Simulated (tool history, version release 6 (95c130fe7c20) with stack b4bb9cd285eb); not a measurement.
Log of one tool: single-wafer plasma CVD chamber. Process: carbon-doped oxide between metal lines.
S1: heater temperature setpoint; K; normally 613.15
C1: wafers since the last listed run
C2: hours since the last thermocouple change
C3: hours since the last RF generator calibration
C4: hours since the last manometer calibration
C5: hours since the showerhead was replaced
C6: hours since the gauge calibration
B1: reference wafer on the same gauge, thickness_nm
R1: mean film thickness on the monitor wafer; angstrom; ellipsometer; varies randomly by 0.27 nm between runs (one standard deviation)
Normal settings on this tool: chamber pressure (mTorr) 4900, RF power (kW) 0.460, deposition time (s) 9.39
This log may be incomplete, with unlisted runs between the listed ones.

{"run": 1, "hour": 0.0, "S1": 613.15, "chamber pressure (mTorr)": 4900, "RF power (kW)": 0.46, "deposition time (s)": 9.39, "C1": 0, "C2": 988.1, "C3": 750.7, "C4": 252.1, "C5": 2786.4, "C6": 190.5, "B1": 48.574, "R1": 474.98}
{"run": 2, "hour": 95.9, "S1": 613.15, "chamber pressure (mTorr)": 4900, "RF power (kW)": 0.46, "deposition time (s)": 9.39, "C1": 2498, "C2": 1084.0, "C3": 846.6, "C4": 348.0, "C5": 2882.3, "C6": 286.4, "B1": 48.645, "R1": 478.44}
{"run": 3, "hour": 157.5, "S1": 613.15, "chamber pressure (mTorr)": 4900, "RF power (kW)": 0.46, "deposition time (s)": 9.39, "C1": 1604, "C2": 1145.6, "C3": 908.2, "C4": 409.6, "C5": 2943.9, "C6": 348.0, "B1": 48.732, "R1": 477.96}
{"run": 4, "hour": 261.9, "S1": 613.15, "chamber pressure (mTorr)": 4900, "RF power (kW)": 0.46, "deposition time (s)": 9.39, "C1": 2719, "C2": 1250.0, "C3": 1012.6, "C4": 514.0, "C5": 3048.3, "C6": 452.4, "B1": 48.799, "R1": 471.34}
{"run": 5, "hour": 351.8, "S1": 613.15, "chamber pressure (mTorr)": 4900, "RF power (kW)": 0.46, "deposition time (s)": 9.39, "C1": 2342, "C2": 1339.9, "C3": 1102.5, "C4": 603.9, "C5": 3138.2, "C6": 542.3, "B1": 49.146, "R1": 481.16}
{"run": 6, "hour": 433.7, "S1": 613.15, "chamber pressure (mTorr)": 4900, "RF power (kW)": 0.46, "deposition time (s)": 9.39, "C1": 2133, "C2": 1421.8, "C3": 1184.4, "C4": 685.8, "C5": 3220.1, "C6": 624.2, "B1": 49.269, "R1": 478.99}
{"run": 7, "hour": 508.1, "S1": 621.15, "chamber pressure (mTorr)": 4900, "RF power (kW)": 0.46, "deposition time (s)": 9.39, "C1": 1938, "C2": 1496.2, "C3": 1258.8, "C4": 760.2, "C5": 3294.5, "C6": 698.6, "B1": 49.311, "R1": 471.61}
{"run": 8, "hour": 596.2, "S1": 621.15, "chamber pressure (mTorr)": 4900, "RF power (kW)": 0.46, "deposition time (s)": 9.39, "C1": 2295, "C2": 1584.3, "C3": 1346.9, "C4": 848.3, "C5": 3382.6, "C6": 786.7, "B1": 49.641, "R1": 475.36}
{"run": 9, "hour": 641.6, "S1": 621.15, "chamber pressure (mTorr)": 4900, "RF power (kW)": 0.46, "deposition time (s)": 9.39, "C1": 1182, "C2": 1629.7, "C3": 1392.3, "C4": 893.7, "C5": 3428.0, "C6": 832.1, "B1": 49.843, "R1": 477.78}
{"hour": 703.6, "done": "thermocouple changed; heater temperature recalibrated"}
{"run": 10, "hour": 735.5, "S1": 613.15, "chamber pressure (mTorr)": 4900, "RF power (kW)": 0.41, "deposition time (s)": 9.39, "C1": 2237, "C2": 31.9, "C3": 1486.2, "C4": 987.6, "C5": 3521.9, "C6": 926.0, "B1": 50.048, "R1": 425.71}
{"hour": 837.0, "done": "gauge calibrated"}
{"run": 11, "hour": 852.3, "S1": 613.15, "chamber pressure (mTorr)": 4900, "RF power (kW)": 0.46, "deposition time (s)": 9.39, "C1": 3042, "C2": 148.7, "C3": 1603.0, "C4": 1104.4, "C5": 3638.7, "C6": 15.3, "B1": 48.051, "R1": 470.4}
{"run": 12, "hour": 918.6, "S1": 607.15, "chamber pressure (mTorr)": 4570, "RF power (kW)": 0.38, "deposition time (s)": 8.87, "C1": 1727, "C2": 215.0, "C3": 1669.3, "C4": 1170.7, "C5": 3705.0, "C6": 81.6, "B1": 48.239, "R1": 358.67}
{"hour": 995.1, "done": "RF generator calibrated"}
{"run": 13, "hour": 995.6, "S1": 613.15, "chamber pressure (mTorr)": 4900, "RF power (kW)": 0.46, "deposition time (s)": 9.39, "C1": 1797, "C2": 292.0, "C3": 0.5, "C4": 1247.7, "C5": 3782.0, "C6": 158.6, "B1": 48.255, "R1": 472.41}
{"run": 14, "hour": 1031.4, "S1": 613.15, "chamber pressure (mTorr)": 4390, "RF power (kW)": 0.46, "deposition time (s)": 8.02, "C1": 932, "C2": 327.8, "C3": 36.3, "C4": 1283.5, "C5": 3817.8, "C6": 194.4, "B1": 48.278, "R1": 395.45}
{"run": 15, "hour": 1077.1, "S1": 600.15, "chamber pressure (mTorr)": 5640, "RF power (kW)": 0.375, "deposition time (s)": 8.13, "C1": 1190, "C2": 373.5, "C3": 82.0, "C4": 1329.2, "C5": 3863.5, "C6": 240.1, "B1": 48.404, "R1": 342.2}
{"run": 16, "hour": 1130.2, "S1": 613.15, "chamber pressure (mTorr)": 4900, "RF power (kW)": 0.46, "deposition time (s)": 9.39, "C1": 1383, "C2": 426.6, "C3": 135.1, "C4": 1382.3, "C5": 3916.6, "C6": 293.2, "B1": 48.324, "R1": 469.22}
{"run": 17, "hour": 1216.7, "S1": 613.15, "chamber pressure (mTorr)": 4900, "RF power (kW)": 0.39, "deposition time (s)": 8.55, "C1": 2253, "C2": 513.1, "C3": 221.6, "C4": 1468.8, "C5": 4003.1, "C6": 379.7, "B1": 48.534, "R1": 361.5}
{"hour": 1230.8, "done": "showerhead replaced"}
{"run": 18, "hour": 1311.3, "S1": 621.15, "chamber pressure (mTorr)": 4900, "RF power (kW)": 0.46, "deposition time (s)": 9.39, "C1": 2256, "C2": 607.7, "C3": 316.2, "C4": 1563.4, "C5": 80.5, "C6": 474.3, "B1": 48.513, "R1": 466.88}
{"run": 19, "hour": 1399.3, "S1": 613.15, "chamber pressure (mTorr)": 4900, "RF power (kW)": 0.46, "deposition time (s)": 10.7, "C1": 2292, "C2": 695.7, "C3": 404.2, "C4": 1651.4, "C5": 168.5, "C6": 562.3, "B1": 48.774, "R1": 535.9}
{"hour": 1490.8, "done": "capacitance manometer re-zeroed and calibrated"}
{"run": 20, "hour": 1713.9, "S1": 613.15, "chamber pressure (mTorr)": 4900, "RF power (kW)": 0.46, "deposition time (s)": 9.39, "C1": 7987, "C2": 1010.3, "C3": 718.8, "C4": 223.1, "C5": 483.1, "C6": 876.9, "B1": 49.559, "R1": 482.59}
{"run": 21, "hour": 1787.9, "S1": 619.15, "chamber pressure (mTorr)": 4900, "RF power (kW)": 0.435, "deposition time (s)": 8.11, "C1": 1927, "C2": 1084.3, "C3": 792.8, "C4": 297.1, "C5": 557.1, "C6": 950.9, "B1": 49.833, "R1": 392.73}
{"run": 22, "hour": 1906.9, "S1": 600.15, "chamber pressure (mTorr)": 4240, "RF power (kW)": 0.37, "deposition time (s)": 9.39, "C1": 3100, "C2": 1203.3, "C3": 911.8, "C4": 416.1, "C5": 676.1, "C6": 1069.9, "B1": 50.186, "R1": 391.88}
{"hour": 1931.0, "done": "gauge calibrated"}
{"run": 23, "hour": 1964.5, "S1": 626.15, "chamber pressure (mTorr)": 5350, "RF power (kW)": 0.4, "deposition time (s)": 9.39, "C1": 1500, "C2": 1260.9, "C3": 969.4, "C4": 473.7, "C5": 733.7, "C6": 33.5, "B1": 48.808, "R1": 394.92}

Here are 3 independent what-if runs from the current tool condition. What would each one return?
{"run": "A", "hour": 1964.9, "S1": 613.15, "chamber pressure (mTorr)": 4900, "RF power (kW)": 0.46, "deposition time (s)": 9.39, "C1": 10, "C2": 1261.3, "C3": 969.8, "C4": 474.1, "C5": 734.1, "C6": 33.9, "B1": "?", "R1": "?"}
{"run": "B", "hour": 1964.9, "S1": 628.15, "chamber pressure (mTorr)": 4900, "RF power (kW)": 0.46, "deposition time (s)": 8.28, "C1": 10, "C2": 1261.3, "C3": 969.8, "C4": 474.1, "C5": 734.1, "C6": 33.9, "B1": "?", "R1": "?"}
{"run": "C", "hour": 1964.9, "S1": 601.15, "chamber pressure (mTorr)": 5800, "RF power (kW)": 0.46, "deposition time (s)": 8.68, "C1": 10, "C2": 1261.3, "C3": 969.8, "C4": 474.1, "C5": 734.1, "C6": 33.9, "B1": "?", "R1": "?"}

run=A B1=48.731 R1=474.93
run=B B1=48.731 R1=403.70
run=C B1=48.731 R1=463.79
Without the tool's hidden state the same runs would have given:
run=A R1=470.86
run=B R1=400.24
run=C R1=459.81
